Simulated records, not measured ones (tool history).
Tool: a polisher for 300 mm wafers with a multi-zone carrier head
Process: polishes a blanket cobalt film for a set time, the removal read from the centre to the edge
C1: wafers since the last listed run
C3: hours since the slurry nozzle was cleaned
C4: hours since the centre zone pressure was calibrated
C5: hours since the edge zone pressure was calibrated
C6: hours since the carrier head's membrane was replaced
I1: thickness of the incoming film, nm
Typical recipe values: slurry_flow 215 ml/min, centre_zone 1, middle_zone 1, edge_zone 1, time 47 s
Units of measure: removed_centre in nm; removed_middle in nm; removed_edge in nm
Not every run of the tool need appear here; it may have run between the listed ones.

{"run": 1, "hour": 0.0, "slurry_flow": 215, "centre_zone": 1, "middle_zone": 1, "edge_zone": 1, "time": 47, "C1": 0, "wafers polished on this pad": 1344, "C3": 183.9, "C4": 1027.9, "C5": 336.5, "C6": 1154.7, "I1": 1110.1, "removed_centre": 238.2, "removed_middle": 239.8, "removed_edge": 232.9}
{"hour": 6.2, "done": "worn pad replaced by a new one"}
{"run": 2, "hour": 6.7, "slurry_flow": 215, "centre_zone": 1, "middle_zone": 1, "edge_zone": 1, "time": 47, "C1": 29, "wafers polished on this pad": 5, "C3": 190.6, "C4": 1034.6, "C5": 343.2, "C6": 1161.4, "I1": 1088.3, "removed_centre": 260.8, "removed_middle": 256.1, "removed_edge": 250.7}
{"run": 3, "hour": 16.3, "slurry_flow": 215, "centre_zone": 1, "middle_zone": 1, "edge_zone": 1, "time": 47, "C1": 104, "wafers polished on this pad": 109, "C3": 200.2, "C4": 1044.2, "C5": 352.8, "C6": 1171, "I1": 1092.3, "removed_centre": 261.7, "removed_middle": 253.8, "removed_edge": 253.6}
{"run": 4, "hour": 24.0, "slurry_flow": 215, "centre_zone": 1, "middle_zone": 1, "edge_zone": 1, "time": 47, "C1": 83, "wafers polished on this pad": 193, "C3": 207.9, "C4": 1051.9, "C5": 360.5, "C6": 1178.7, "I1": 1093.8, "removed_centre": 255.3, "removed_middle": 260.7, "removed_edge": 250.3}
{"run": 5, "hour": 34.0, "slurry_flow": 215, "centre_zone": 1, "middle_zone": 1, "edge_zone": 1, "time": 47, "C1": 108, "wafers polished on this pad": 302, "C3": 217.9, "C4": 1061.9, "C5": 370.5, "C6": 1188.7, "I1": 1098.2, "removed_centre": 255.3, "removed_middle": 254.6, "removed_edge": 250.2}
{"run": 6, "hour": 42.5, "slurry_flow": 215, "centre_zone": 1, "middle_zone": 1, "edge_zone": 1, "time": 47, "C1": 92, "wafers polished on this pad": 395, "C3": 226.4, "C4": 1070.4, "C5": 379, "C6": 1197.2, "I1": 1080.5, "removed_centre": 253.9, "removed_middle": 247.5, "removed_edge": 248.5}
{"run": 7, "hour": 56.1, "slurry_flow": 215, "centre_zone": 1, "middle_zone": 1, "edge_zone": 1, "time": 47, "C1": 148, "wafers polished on this pad": 543, "C3": 240, "C4": 1084, "C5": 392.6, "C6": 1210.8, "I1": 1119.9, "removed_centre": 252.2, "removed_middle": 243.8, "removed_edge": 245.9}
{"run": 8, "hour": 74.0, "slurry_flow": 215, "centre_zone": 1, "middle_zone": 1, "edge_zone": 1, "time": 47, "C1": 194, "wafers polished on this pad": 738, "C3": 257.9, "C4": 1101.9, "C5": 410.5, "C6": 1228.7, "I1": 1101.9, "removed_centre": 246.2, "removed_middle": 245.8, "removed_edge": 244.5}
{"run": 9, "hour": 91.9, "slurry_flow": 215, "centre_zone": 1, "middle_zone": 1, "edge_zone": 1, "time": 47, "C1": 194, "wafers polished on this pad": 933, "C3": 275.8, "C4": 1119.8, "C5": 428.4, "C6": 1246.6, "I1": 1110.5, "removed_centre": 241.2, "removed_middle": 239.9, "removed_edge": 241.3}
{"run": 10, "hour": 102.6, "slurry_flow": 215, "centre_zone": 1, "middle_zone": 1, "edge_zone": 1, "time": 47, "C1": 116, "wafers polished on this pad": 1049, "C3": 286.5, "C4": 1130.5, "C5": 439.1, "C6": 1257.3, "I1": 1096.1, "removed_centre": 235.7, "removed_middle": 243, "removed_edge": 235.2}
{"hour": 122.0, "done": "worn pad replaced by a new one"}
{"run": 11, "hour": 122.5, "slurry_flow": 215, "centre_zone": 1, "middle_zone": 1, "edge_zone": 1, "time": 47, "C1": 173, "wafers polished on this pad": 4, "C3": 306.4, "C4": 1150.4, "C5": 459, "C6": 1277.2, "I1": 1094, "removed_centre": 249.1, "removed_middle": 247.4, "removed_edge": 245.9}
{"run": 12, "hour": 127.2, "slurry_flow": 180, "centre_zone": 1, "middle_zone": 0.91, "edge_zone": 1, "time": 47, "C1": 51, "wafers polished on this pad": 56, "C3": 311.1, "C4": 1155.1, "C5": 463.7, "C6": 1281.9, "I1": 1109.2, "removed_centre": 235.1, "removed_middle": 218.5, "removed_edge": 239}
{"hour": 135.7, "done": "centre zone pressure recalibrated"}
{"run": 13, "hour": 136.2, "slurry_flow": 215, "centre_zone": 1.12, "middle_zone": 1, "edge_zone": 0.91, "time": 47, "C1": 76, "wafers polished on this pad": 132, "C3": 320.1, "C4": 0.5, "C5": 472.7, "C6": 1290.9, "I1": 1093.3, "removed_centre": 276.3, "removed_middle": 247.9, "removed_edge": 237.4}
{"run": 14, "hour": 150.7, "slurry_flow": 275, "centre_zone": 1, "middle_zone": 1, "edge_zone": 1, "time": 47, "C1": 157, "wafers polished on this pad": 290, "C3": 334.6, "C4": 15, "C5": 487.2, "C6": 1305.4, "I1": 1096.5, "removed_centre": 256.4, "removed_middle": 251.7, "removed_edge": 248.2}
{"run": 15, "hour": 161.8, "slurry_flow": 185, "centre_zone": 1, "middle_zone": 1, "edge_zone": 1, "time": 47, "C1": 120, "wafers polished on this pad": 411, "C3": 345.7, "C4": 26.1, "C5": 498.3, "C6": 1316.5, "I1": 1106, "removed_centre": 225.1, "removed_middle": 227.4, "removed_edge": 232.6}
{"hour": 167.4, "done": "slurry nozzle cleaned"}
{"hour": 167.8, "done": "edge zone pressure recalibrated"}
{"run": 16, "hour": 173.6, "slurry_flow": 215, "centre_zone": 0.89, "middle_zone": 1.08, "edge_zone": 0.93, "time": 47, "C1": 112, "wafers polished on this pad": 523, "C3": 6.2, "C4": 37.9, "C5": 5.8, "C6": 1328.3, "I1": 1096.3, "removed_centre": 230.8, "removed_middle": 271.9, "removed_edge": 246.2}
{"hour": 182.5, "done": "carrier head's membrane replaced by a new one"}
{"run": 17, "hour": 188.5, "slurry_flow": 215, "centre_zone": 1.06, "middle_zone": 0.96, "edge_zone": 1, "time": 47, "C1": 107, "wafers polished on this pad": 631, "C3": 21.1, "C4": 52.8, "C5": 20.7, "C6": 6, "I1": 1118.9, "removed_centre": 271.7, "removed_middle": 242.7, "removed_edge": 252}
{"run": 18, "hour": 195.6, "slurry_flow": 215, "centre_zone": 1.04, "middle_zone": 1.1, "edge_zone": 1.07, "time": 47, "C1": 77, "wafers polished on this pad": 708, "C3": 28.2, "C4": 59.9, "C5": 27.8, "C6": 13.1, "I1": 1089.2, "removed_centre": 269.4, "removed_middle": 271.8, "removed_edge": 255.2}
{"run": 19, "hour": 210.0, "slurry_flow": 215, "centre_zone": 1, "middle_zone": 1, "edge_zone": 1, "time": 47, "C1": 156, "wafers polished on this pad": 865, "C3": 42.6, "C4": 74.3, "C5": 42.2, "C6": 27.5, "I1": 1101.9, "removed_centre": 257.2, "removed_middle": 245.2, "removed_edge": 247.3}
{"run": 20, "hour": 222.7, "slurry_flow": 215, "centre_zone": 1, "middle_zone": 1, "edge_zone": 1, "time": 47, "C1": 138, "wafers polished on this pad": 1004, "C3": 55.3, "C4": 87, "C5": 54.9, "C6": 40.2, "I1": 1104.9, "removed_centre": 248.8, "removed_middle": 245.6, "removed_edge": 243.4}
{"hour": 227.9, "done": "worn pad replaced by a new one"}
{"run": 21, "hour": 232.6, "slurry_flow": 215, "centre_zone": 0.97, "middle_zone": 1, "edge_zone": 1, "time": 43, "C1": 64, "wafers polished on this pad": 51, "C3": 65.2, "C4": 96.9, "C5": 64.8, "C6": 50.1, "I1": 1082.7, "removed_centre": 231.4, "removed_middle": 236, "removed_edge": 229}
{"run": 22, "hour": 247.1, "slurry_flow": 215, "centre_zone": 1, "middle_zone": 1, "edge_zone": 1.06, "time": 47, "C1": 157, "wafers polished on this pad": 209, "C3": 79.7, "C4": 111.4, "C5": 79.3, "C6": 64.6, "I1": 1103.9, "removed_centre": 258.6, "removed_middle": 260.4, "removed_edge": 258.9}
{"run": 23, "hour": 286.5, "slurry_flow": 240, "centre_zone": 1.1, "middle_zone": 1.07, "edge_zone": 0.9, "time": 47, "C1": 429, "wafers polished on this pad": 638, "C3": 119.1, "C4": 150.8, "C5": 118.7, "C6": 104, "I1": 1092, "removed_centre": 287.4, "removed_middle": 267.4, "removed_edge": 241.7}

Hidden state or all else? Some run-to-run changes of removed_centre, split into what the settings, what came in and random variation would give without the hidden state, and what is left for the hidden state (with any gauge scatter that isn't in both results):
Unlogged tool condition in this case: removal rate lost through wear of the pad, %; slurry flow missing at the pad, %; deviation of the centre zone's pressure from its setpoint, %; deviation of the edge zone's pressure from its setpoint, %.
Run 1 -> 2: worn pad replaced by a new one. removed_centre +22.6 nm: hidden state +20.7, all else +1.9.
Run 12 -> 13: slurry_flow 180 -> 215, centre_zone 1 -> 1.12, middle_zone 0.91 -> 1, edge_zone 1 -> 0.91, centre zone pressure recalibrated. removed_centre +41.2 nm: hidden state -1.4, all else +42.6.
Run 15 -> 16: slurry_flow 185 -> 215, centre_zone 1 -> 0.89, middle_zone 1 -> 1.08, edge_zone 1 -> 0.93, slurry nozzle cleaned, edge zone pressure recalibrated. removed_centre +5.7 nm: hidden state +22.8, all else -17.1.
Run 16 -> 17: centre_zone 0.89 -> 1.06, middle_zone 1.08 -> 0.96, edge_zone 0.93 -> 1, carrier head's membrane replaced by a new one. removed_centre +40.9 nm: hidden state -3.4, all else +44.3.
